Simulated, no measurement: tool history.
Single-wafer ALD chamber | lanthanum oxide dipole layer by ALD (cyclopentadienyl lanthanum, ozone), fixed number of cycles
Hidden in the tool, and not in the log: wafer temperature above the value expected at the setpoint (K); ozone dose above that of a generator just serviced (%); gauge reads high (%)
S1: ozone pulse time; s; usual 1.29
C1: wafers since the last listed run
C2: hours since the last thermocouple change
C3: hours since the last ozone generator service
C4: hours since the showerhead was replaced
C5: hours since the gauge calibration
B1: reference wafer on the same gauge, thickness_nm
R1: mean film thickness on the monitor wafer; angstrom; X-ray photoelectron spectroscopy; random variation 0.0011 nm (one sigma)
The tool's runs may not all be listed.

run   hour    S1    C1      C2      C3      C4     C5     B1    R1
  1      0  1.29     0  1287.2  1402.8  7162.6  294.6  0.485  4.31
  2   34.3  1.29   412  1321.5  1437.1  7196.9  328.9  0.485  4.27
  3  115.1  1.29   972  1402.3  1517.9  7277.7  409.7  0.485  4.26
  4  164.4     1   593  1451.6  1567.2    7327    459  0.485   4.1
  5  205.7     1   496  1492.9  1608.5  7368.3  500.3  0.484  4.11
  6  257.9  1.29   627  1545.1  1660.7  7420.5  552.5  0.485  4.29
  7    316  1.29   698  1603.2  1718.8  7478.6  610.6  0.485  4.27
       366  -- thermocouple changed; heater temperature recalibrated
  8  367.1  1.29   518     1.1  1769.9  7529.7  661.7  0.485  4.28
     415.9  -- ozone generator serviced
     505.6  -- gauge calibrated
     515.4  -- showerhead replaced
  9  555.6  1.29  2075   189.6   139.7    40.2     50  0.484  4.46
 10  612.5  1.48   684   246.5   196.6    97.1  106.9  0.485  4.52
 11  649.6  1.12   446   283.6   233.7   134.2    144  0.485  4.36
 12  704.8  1.55   664   338.8   288.9   189.4  199.2  0.485  4.51
 13  748.1  1.62   520   382.1   332.2   232.7  242.5  0.485  4.54

Forecast run 14:
 14  780.8  1.5  393  414.8  364.9  265.4  275.2   ?   ?

Run 14 gave B1 0.485, R1 4.51 angstrom.
Without the tool's hidden state the same run would have given R1 4.61 angstrom.

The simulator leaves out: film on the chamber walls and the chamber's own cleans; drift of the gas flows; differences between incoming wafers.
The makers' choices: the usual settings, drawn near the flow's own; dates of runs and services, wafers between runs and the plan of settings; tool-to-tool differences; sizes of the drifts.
